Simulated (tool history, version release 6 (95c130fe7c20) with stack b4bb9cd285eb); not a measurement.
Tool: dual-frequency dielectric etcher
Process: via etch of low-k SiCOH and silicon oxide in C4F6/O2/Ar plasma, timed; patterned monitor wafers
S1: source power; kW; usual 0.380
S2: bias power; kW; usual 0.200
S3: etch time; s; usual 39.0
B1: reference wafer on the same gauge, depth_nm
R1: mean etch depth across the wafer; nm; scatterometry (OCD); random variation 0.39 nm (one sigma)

run	day	S1	S2	S3	B1	R1
1	0.000	0.380	0.229	47.0	90.0	130.5
2	1.425	0.380	0.229	47.0	90.1	130.8
3	2.596	0.380	0.229	47.0	89.9	131.0
4	3.500	0.380	0.200	34.5	89.9	91.7
5	5.108	0.380	0.200	34.5	90.1	91.2
6	5.996	0.380	0.200	48.0	90.0	127.0
7	6.762	0.380	0.200	48.0	89.9	126.6
8	7.712	0.380	0.200	39.0	90.1	103.1
# day 8.917: upper electrode replaced
9	8.938	0.380	0.200	39.0	89.9	103.3
10	9.900	0.380	0.220	39.0	89.9	105.8
11	10.425	0.380	0.220	39.0	90.0	105.7
12	11.725	0.380	0.220	39.0	90.1	105.7
# day 12.412: source power generator calibrated
13	12.996	0.380	0.200	39.0	89.9	101.7
14	13.512	0.380	0.200	39.0	90.0	103.2
15	14.050	0.350	0.235	39.0	90.0	105.1
# day 15.546: wet clean of the chamber
16	15.567	0.290	0.248	46.5	90.0	117.6
17	16.358	0.380	0.200	34.5	90.1	88.3
18	17.567	0.380	0.233	39.0	90.1	105.4
# day 17.650: gauge calibrated
19	19.021	0.410	0.169	39.0	90.0	97.0
20	19.904	0.380	0.200	32.5	90.1	82.7
# day 20.871: bias power generator calibrated
# day 22.142: wet clean of the chamber, repeated, since the last time left the tool worse
21	22.162	0.380	0.200	47.0	89.9	125.7
22	22.250	0.480	0.164	30.0	90.1	81.3
23	25.162	0.460	0.218	32.0	89.9	93.3
24	26.033	0.380	0.200	33.0	90.1	87.6
25	26.658	0.290	0.221	39.0	90.0	99.2
26	27.346	0.380	0.220	39.0	90.0	106.5
27	28.183	0.450	0.200	44.5	90.0	125.1

Forecast each of these 4 alternatives for the next run:
A	28.200	0.380	0.200	39.0	?	?
B	28.200	0.440	0.177	39.0	?	?
C	28.200	0.300	0.184	32.0	?	?
D	28.200	0.380	0.219	39.0	?	?

run	B1	R1
A	90.0	103.6
B	90.0	104.6
C	90.0	77.4
D	90.0	106.5
Without the tool's hidden state the same runs would have given:
run	R1
A	104.5
B	105.6
C	78.1
D	107.4

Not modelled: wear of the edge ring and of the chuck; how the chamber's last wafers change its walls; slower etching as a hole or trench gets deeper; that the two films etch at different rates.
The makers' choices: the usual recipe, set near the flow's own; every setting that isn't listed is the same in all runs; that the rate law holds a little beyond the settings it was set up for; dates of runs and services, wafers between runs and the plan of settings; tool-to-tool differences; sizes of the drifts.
